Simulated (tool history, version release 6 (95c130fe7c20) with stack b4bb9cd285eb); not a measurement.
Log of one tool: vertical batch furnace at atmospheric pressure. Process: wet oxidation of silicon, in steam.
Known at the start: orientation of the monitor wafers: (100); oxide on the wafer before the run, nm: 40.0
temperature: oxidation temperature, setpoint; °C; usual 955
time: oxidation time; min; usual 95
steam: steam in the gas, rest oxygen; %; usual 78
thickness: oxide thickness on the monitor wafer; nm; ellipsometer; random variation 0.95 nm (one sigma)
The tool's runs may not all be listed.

| run | hour | temperature | time | steam | read-back reference wafer on the same gauge, thickness | thickness |
|---|---|---|---|---|---|---|
| 1 | 0 | 955 | 61.5 | 81 | 326.97 | 268.41 |
| 2 | 100.1 | 955 | 95 | 78 | 327.2 | 352.93 |
| 3 | 166 | 955 | 95 | 78 | 327.03 | 353.35 |
| 4 | 222.2 | 955 | 95 | 78 | 326.89 | 351.06 |
| 5 | 291.8 | 955 | 95 | 78 | 327.28 | 349.27 |
| 6 | 542.5 | 940 | 95 | 78 | 326.87 | 308.77 |
| 7 | 607.4 | 940 | 95 | 78 | 326.9 | 309.05 |
| 8 | 714.9 | 955 | 95 | 83 | 327.52 | 376.57 |
| 9 | 753.9 | 955 | 95 | 78 | 327.27 | 357.64 |
| 10 | 853.4 | 944 | 131 | 85 | 327.1 | 433.97 |
| 11 | 938.6 | 972 | 124 | 85 | 326.78 | 515.73 |
| 12 | 1010.3 | 955 | 95 | 78 | 327.27 | 356.35 |
| 13 | 1186.2 | 955 | 61.5 | 81 | 326.84 | 269.28 |
| 14 | 1267.6 | 945 | 95 | 83 | 327.2 | 341.42 |
| 15 | 1331.2 | 938 | 95 | 68 | 327.05 | 279.28 |

Not shown: 3 entries that the log had between the listed runs. Between which runs, and how does the tool's hidden state differ before and after?
Between runs 5 and 6: thermocouples replaced and temperature profile calibrated (hour 500.2)
  steam share off its setpoint, % of the setpoint: -3.8 -> -4.69
  measured less the result without the state, thickness: -9.47 -> -10.65 nm
Between runs 7 and 8: steam generator serviced (hour 639.9)
  steam share off its setpoint, % of the setpoint: -4.92 -> -0.412
  measured less the result without the state, thickness: -11.21 -> -1.07 nm
Between runs 8 and 9: gauge calibrated (hour 724.2)
  steam share off its setpoint, % of the setpoint: -0.412 -> -0.55
  measured less the result without the state, thickness: -1.07 -> -1.36 nm

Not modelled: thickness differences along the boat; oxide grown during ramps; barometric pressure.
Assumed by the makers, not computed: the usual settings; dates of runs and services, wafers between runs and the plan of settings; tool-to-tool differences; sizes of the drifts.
